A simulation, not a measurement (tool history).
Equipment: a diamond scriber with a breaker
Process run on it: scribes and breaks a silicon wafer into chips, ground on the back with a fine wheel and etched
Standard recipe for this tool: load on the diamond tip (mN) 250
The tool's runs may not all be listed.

run,day,load on the diamond tip (mN),"incoming depth of the damage left on the back of the incoming wafer, um",depth of the median crack under the scribed line (µm),chips rejected at inspection after the break (%)
1,0,250,0.37,9.05,2.27
2,0.525,250,0.62,9.04,2.26
3,1.25,269,0.54,9.71,1.18
4,1.512,269,0.5,9.56,1.36
5,2.096,269,0.72,9.5,1.4
6,2.65,250,0.65,9.06,2.83
7,3.2,250,0.45,9.05,2.87
8,3.925,250,0.7,9.28,2.85
9,4.721,285,0.45,9.79,1.12
10,5.408,285,0.4,9.55,1.26
11,5.867,285,0.76,9.45,1.37
12,6.358,231,0.43,8.66,4.9
13,6.675,231,0.52,8.43,4.73
14,7.312,231,0.45,8.69,4.49
15,7.871,250,0.69,8.71,3.26
# day 8.033: load on the tip recalibrated
16,8.496,250,0.59,8.94,3.32
17,9.112,250,0.44,8.93,3.11
# day 9.479: diamond tip replaced by a new one
18,9.7,198,0.51,9.23,2.08
19,10.325,198,0.33,8.91,2.5
20,10.879,317,0.58,12.09,1.77
21,11.233,186,0.52,8.33,4.38
22,13.242,271,0.36,10,0.68
23,13.529,250,0.77,9.76,1.11
24,13.912,324,0.76,11.58,1.39
25,15.8,192,0.4,8.03,7.77
26,16.467,271,0.49,9.85,0.79
27,16.721,301,0.6,10.84,0.58
28,17.162,220,0.4,8.94,3.95
29,17.788,304,0.35,10.24,0.5
30,19.975,292,0.37,10.31,0.75
31,20.421,308,0.39,10.11,0.49
32,20.883,298,0.51,10.44,0.68
33,21.579,210,0.52,7.98,5.77
34,22.021,285,0.79,10.01,1.03
35,22.433,208,0.35,8.3,5.67
36,22.938,250,0.7,8.92,2.67
37,23.662,206,0.51,8.09,6.95
38,24.362,250,0.55,9.13,2.93
39,24.712,207,0.74,8.08,7.5
40,25.254,189,0.41,7.71,9.9
41,25.646,196,0.5,8.05,8.43

Below are 5 alternative next runs, each starting from the tool's condition after run 41. Predict each:
A,25.675,250,0.72,?,?
B,25.675,221,0.72,?,?
C,25.675,313,0.72,?,?
D,25.675,323,0.72,?,?
E,25.675,203,0.72,?,?

run,depth of the median crack under the scribed line (µm),chips rejected at inspection after the break (%)
A,8.87,3.06
B,8.26,5.87
C,10.12,0.66
D,10.31,0.63
E,7.87,8.34
With no hidden state in the tool, these same runs would have given:
run,depth of the median crack under the scribed line (µm),chips rejected at inspection after the break (%)
A,10.29,0.63
B,9.58,1.2
C,11.74,2.55
D,11.96,3.12
E,9.13,2.21

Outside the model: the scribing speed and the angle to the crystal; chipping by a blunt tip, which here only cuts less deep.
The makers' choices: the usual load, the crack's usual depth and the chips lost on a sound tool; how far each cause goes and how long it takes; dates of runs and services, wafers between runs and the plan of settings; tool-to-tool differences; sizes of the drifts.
